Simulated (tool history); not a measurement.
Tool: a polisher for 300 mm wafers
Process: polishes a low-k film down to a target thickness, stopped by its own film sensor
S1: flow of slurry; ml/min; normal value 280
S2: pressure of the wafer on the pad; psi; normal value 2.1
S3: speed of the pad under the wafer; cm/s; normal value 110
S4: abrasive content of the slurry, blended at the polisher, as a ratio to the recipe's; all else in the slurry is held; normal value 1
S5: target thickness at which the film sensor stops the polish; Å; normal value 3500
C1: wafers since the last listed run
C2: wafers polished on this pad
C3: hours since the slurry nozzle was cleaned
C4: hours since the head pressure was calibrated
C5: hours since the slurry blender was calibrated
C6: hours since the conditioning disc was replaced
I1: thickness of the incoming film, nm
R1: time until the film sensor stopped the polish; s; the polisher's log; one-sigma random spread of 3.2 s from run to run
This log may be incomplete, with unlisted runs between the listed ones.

run,hour,S1,S2,S3,S4,S5,C1,C2,C3,C4,C5,C6,I1,R1
1,0,280,2.1,88,1,3500,0,1014,298.7,74.7,278.2,104.3,424.1,222.8
# hour 30.3: slurry nozzle cleaned
2,68.4,280,2.1,88,1,3500,454,1468,38.1,143.1,346.6,172.7,421.1,212.6
# hour 112.6: slurry blender recalibrated
3,137.1,280,2.1,88,1,3500,450,1918,106.8,211.8,24.5,241.4,420.8,210.2
# hour 194.6: worn pad replaced by a new one
4,195.1,280,2.1,110,1,3500,364,3,164.8,269.8,82.5,299.4,420.6,164.7
# hour 231.9: conditioning disc replaced and pad reconditioned
5,232.4,280,2.1,110,1,3500,238,241,202.1,307.1,119.8,0.5,421.9,171.2
6,299.9,280,2.1,110,1,3500,455,697,269.6,374.6,187.3,68,419.3,166
7,366.9,280,2.1,110,1,3500,452,1149,336.6,441.6,254.3,135,415.2,160.7
# hour 384: slurry nozzle cleaned
8,430.2,280,2.1,110,1,3500,420,1569,46.2,504.9,317.6,198.3,423.3,177
9,475.9,280,2.1,110,1,3500,308,1878,91.9,550.6,363.3,244,422.4,181.9
# hour 491.2: slurry blender recalibrated
# hour 514.3: worn pad replaced by a new one
10,524.8,280,2.1,88,1,3500,289,70,140.8,599.5,33.6,292.9,420.2,192.3
# hour 582.8: head pressure recalibrated
11,596.7,340,2.1,110,1,3630,471,542,212.7,13.9,105.5,364.8,416.3,133.1
# hour 606.7: conditioning disc replaced and pad reconditioned
12,632.7,315,2.1,120,1,3500,229,771,248.7,49.9,141.5,26,416.1,153.7
13,661.2,340,2.1,110,1,3630,192,963,277.2,78.4,170,54.5,416,132
14,722,280,2.1,110,1,3500,410,1374,338,139.2,230.8,115.3,422.2,184.3
15,762.2,220,2.1,80,1,3600,271,1645,378.2,179.4,271,155.5,423,217.8
# hour 790.9: slurry nozzle cleaned
16,798.8,370,2.5,134,0.85,3500,240,1885,7.9,216,307.6,192.1,421.9,141.1
# hour 826.7: slurry blender recalibrated
# hour 854.2: worn pad replaced by a new one
17,898.3,220,2.1,110,1,3500,630,297,107.4,315.5,71.6,291.6,420.1,172.2
18,926.5,195,1.6,110,1.1,3500,190,487,135.6,343.7,99.8,319.8,417,209.1
19,971.7,340,2.1,110,1.15,3500,304,792,180.8,388.9,145,365,421.6,153.7
# hour 991.6: conditioning disc replaced and pad reconditioned
20,1032.3,250,2.8,110,1.15,3660,395,1187,241.4,449.5,205.6,40.7,411.7,79.8
21,1067.6,230,2.1,110,1,3500,238,1426,276.7,484.8,240.9,76,414.8,157.8
22,1137,280,2.6,88,0.9,3500,468,1894,346.1,554.2,310.3,145.4,420.7,177
# hour 1166.4: slurry nozzle cleaned
# hour 1207.8: slurry blender recalibrated
# hour 1236.7: worn pad replaced by a new one
# hour 1266.3: head pressure recalibrated
23,1266.8,195,1.5,96,1,3360,815,189,100.4,0.5,59,275.2,416.5,355.3
24,1300.9,215,1.6,124,1,3500,230,419,134.5,34.6,93.1,309.3,425.4,244.3

What the log doesn't show, run by run:
removal rate lost through wear of the pad, %: 0, the same for each run
slurry flow missing at the pad, %: 0, the same for each run
time polished since the conditioner stopped cutting, s: 0, the same for each run
H1: deviation of the head's pressure from its setpoint, %
H2: abrasive missing from the slurry, %
run,H1,H2
1,4.75,9.08
2,7.17,13.2
3,8.95,0.393
4,10.1,0.997
5,10.6,1.73
6,11.5,3.75
7,12.1,6.63
8,12.5,10.2
9,12.7,13.2
10,12.9,0.202
11,0.506,1.18
12,2.32,2.04
13,3.56,2.91
14,5.71,5.28
15,6.83,7.25
16,7.69,9.31
17,9.41,1.01
18,9.76,1.48
19,10.3,2.56
20,10.8,4.63
21,11,6.17
22,11.4,9.89
23,-1.09,1.76
24,0.742,2.27
